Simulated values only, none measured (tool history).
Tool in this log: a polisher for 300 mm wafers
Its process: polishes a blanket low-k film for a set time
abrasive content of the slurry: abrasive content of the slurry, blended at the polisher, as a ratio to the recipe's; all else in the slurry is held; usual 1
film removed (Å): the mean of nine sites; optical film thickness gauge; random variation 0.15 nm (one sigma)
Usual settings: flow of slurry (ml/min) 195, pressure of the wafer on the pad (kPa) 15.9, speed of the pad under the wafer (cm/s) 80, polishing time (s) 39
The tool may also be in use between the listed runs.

run   hour  flow of slurry (ml/min)  pressure of the wafer on the pad (kPa)  speed of the pad under the wafer (cm/s)  abrasive content of the slurry  polishing time (s)  wafers since the last listed run  wafers polished on this pad  hours since the slurry nozzle was cleaned  hours since the head pressure was calibrated  hours since the slurry blender was calibrated  hours since the conditioning disc was replaced  incoming thickness of the incoming film, nm  film removed (Å)
  1      0                      180                                    15.9                                       80                               1                  39                                 0                          282                                      675.4                                         275.7                                          346.3                                             244                                        794.3               160
  2   12.8                      195                                    15.9                                       80                               1                  39                               156                          439                                      688.2                                         288.5                                          359.1                                           256.8                                        777.5               164
  3   23.7                      195                                    15.9                                       86                               1                  39                               133                          573                                      699.1                                         299.4                                            370                                           267.7                                        784.2               171
  4   30.2                      195                                    17.2                                       80                               1                  39                                79                          652                                      705.6                                         305.9                                          376.5                                           274.2                                        779.1               174
      31.6  -- slurry nozzle cleaned
      32.5  -- conditioning disc replaced and pad reconditioned
  5   40.7                      195                                    15.9                                       80                               1                  39                               105                          758                                        9.1                                         316.4                                            387                                             8.2                                        775.3               191
      44.4  -- slurry blender recalibrated
  6   47.4                      195                                    15.9                                       80                             1.2                  39                                57                          816                                       15.8                                         323.1                                              3                                            14.9                                        773.7               208
  7   59.8                      195                                    15.9                                       80                             1.2                  39                               151                          968                                       28.2                                         335.5                                           15.4                                            27.3                                        781.1               207
      66.5  -- worn pad replaced by a new one
  8     67                      195                                    15.9                                       80                               1                  39                                39                            5                                       35.4                                         342.7                                           22.6                                            34.5                                        771.7               188
  9   84.3                      195                                    17.9                                       80                            1.25                  53                               212                          217                                       52.7                                           360                                           39.9                                            51.8                                          775               320
 10   90.3                      195                                    15.9                                       80                               1                  39                                73                          291                                       58.7                                           366                                           45.9                                            57.8                                        779.4               184
 11   99.5                      195                                    15.9                                       80                               1                  39                               112                          403                                       67.9                                         375.2                                           55.1                                              67                                        794.4               183
 12  114.3                      195                                    15.9                                       80                               1                  32                               181                          585                                       82.7                                           390                                           69.9                                            81.8                                        774.7               151
 13  132.2                      195                                    15.9                                       80                               1                  39                               219                          804                                      100.6                                         407.9                                           87.8                                            99.7                                        790.4               184
 14  142.7                      195                                    15.9                                       80                               1                  39                               128                          933                                      111.1                                         418.4                                           98.3                                           110.2                                        780.9               182
     152.6  -- worn pad replaced by a new one
 15  158.9                      195                                    15.9                                       80                               1                  39                               149                           76                                      127.3                                         434.6                                          114.5                                           126.4                                        791.9               181
 16  165.9                      195                                    15.9                                       80                               1                  32                                85                          162                                      134.3                                         441.6                                          121.5                                           133.4                                        763.9               149
 17  174.8                      195                                    20.7                                       80                            1.15                  39                               109                          271                                      143.2                                         450.5                                          130.4                                           142.3                                        770.4               249
 18  185.5                      195                                    13.1                                       90                            0.75                  28                               131                          402                                      153.9                                         461.2                                          141.1                                             153                                        788.5               100
 19  200.4                      195                                    18.6                                       80                               1                  28                               182                          585                                      168.8                                         476.1                                            156                                           167.9                                        787.7               149
 20  207.2                      195                                    15.9                                       60                               1                  39                                83                          668                                      175.6                                         482.9                                          162.8                                           174.7                                        786.2               140
     216.4  -- head pressure recalibrated
 21  219.1                      195                                    15.9                                       80                               1                  46                               121                          789                                      187.5                                           2.7                                          174.7                                           186.6                                        772.2               208
 22  235.4                      195                                    15.9                                       58                               1                  39                               199                          989                                      203.8                                            19                                            191                                           202.9                                        778.7               136
 23  246.9                      255                                    15.9                                       80                               1                  49                               140                         1130                                      215.3                                          30.5                                          202.5                                           214.4                                        766.4               229
     252.6  -- worn pad replaced by a new one
 24  263.2                      215                                      11                                       56                               1                  49                               150                          130                                      231.6                                          46.8                                          218.8                                           230.7                                        778.5               118
 25  271.1                      165                                    15.9                                       80                               1                  27                                96                          226                                      239.5                                          54.7                                          226.7                                           238.6                                        783.5               114
 26  280.1                      195                                    15.9                                       80                               1                  39                               110                          337                                      248.5                                          63.7                                          235.7                                           247.6                                        769.6               167
     320.2  -- conditioning disc replaced and pad reconditioned
 27  322.7                      195                                      20                                       88                             0.9                  39                               497                          834                                      291.1                                         106.3                                          278.3                                             2.5                                        786.9               225

What if the next run were any one of these 3? Each begins from the tool's condition after run 27:
  A  323.1                      195                                    13.8                                       80                               1                  39                                 4                          839                                      291.5                                         106.7                                          278.7                                             2.9                                        770.3                 ?
  B  323.1                      195                                    20.7                                       80                               1                  39                                 4                          839                                      291.5                                         106.7                                          278.7                                             2.9                                        770.3                 ?
  C  323.1                      195                                    11.7                                       70                               1                  39                                 4                          839                                      291.5                                         106.7                                          278.7                                             2.9                                        770.3                 ?

run  film removed (Å)
  A               155
  B               231
  C               118
The same runs, with their run-to-run variation unchanged, on a tool lacking any hidden condition would have given:
run  film removed (Å)
  A               168
  B               252
  C               128
